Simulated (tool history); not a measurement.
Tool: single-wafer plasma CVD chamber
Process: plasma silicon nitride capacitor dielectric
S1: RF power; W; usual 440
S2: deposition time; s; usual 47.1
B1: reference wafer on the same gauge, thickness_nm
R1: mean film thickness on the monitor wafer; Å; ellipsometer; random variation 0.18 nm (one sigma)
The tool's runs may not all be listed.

run,hour,S1,S2,B1,R1
1,0,480,54.4,63.119,760.01
2,22.6,480,54.4,63.088,757.06
3,56.1,440,47.1,63.119,629.47
4,82.8,440,47.1,63.108,628.84
5,94.9,440,47.1,63.116,632.1
6,119.5,390,43.5,63.119,548.94
7,176.8,440,47.1,63.113,629.74
8,210.5,440,47.1,63.108,627.79
9,236.9,505,47.1,63.133,667.46
10,271,505,47.1,63.077,670.32
# hour 284.6: gauge calibrated
# hour 296.2: RF generator calibrated
11,305.6,505,47.1,63.15,658.75
12,327.7,440,47.1,63.073,617.48
13,352.9,440,47.1,63.085,617.27
# hour 386.4: showerhead replaced
14,386.9,475,52.9,63.073,718.43
15,403.9,520,54.1,63.048,760.98
16,430.5,360,40.1,63.083,476.09
# hour 451: RF generator calibrated, repeated, since the last time left the tool worse
17,454.9,515,56.1,63.07,826.63
18,488.5,390,47.1,63.125,612.26
19,578.4,465,42.1,63.138,593.32
20,606.3,410,42.8,63.074,568.26
21,641.6,480,55.8,63.117,796.02
22,663.7,405,39.3,63.124,520.16
23,680.5,440,47.1,63.068,646.35
24,711.2,440,47.1,63.075,645.61
# hour 738.7: gauge calibrated
25,743.2,480,54.4,63.092,777.06
26,777.1,490,38.9,63.077,559.25
27,799.9,470,37.8,63.112,534.12

Forecast each of these 4 alternatives for the next run:
A,800.3,395,47.1,?,?
B,800.3,350,47.1,?,?
C,800.3,440,42.9,?,?
D,800.3,475,39.7,?,?

run,B1,R1
A,63.076,614.96
B,63.076,577.74
C,63.076,589.81
D,63.076,565.15
Without the tool's hidden state the same runs would have given:
run,R1
A,618.96
B,581.49
C,593.65
D,568.82
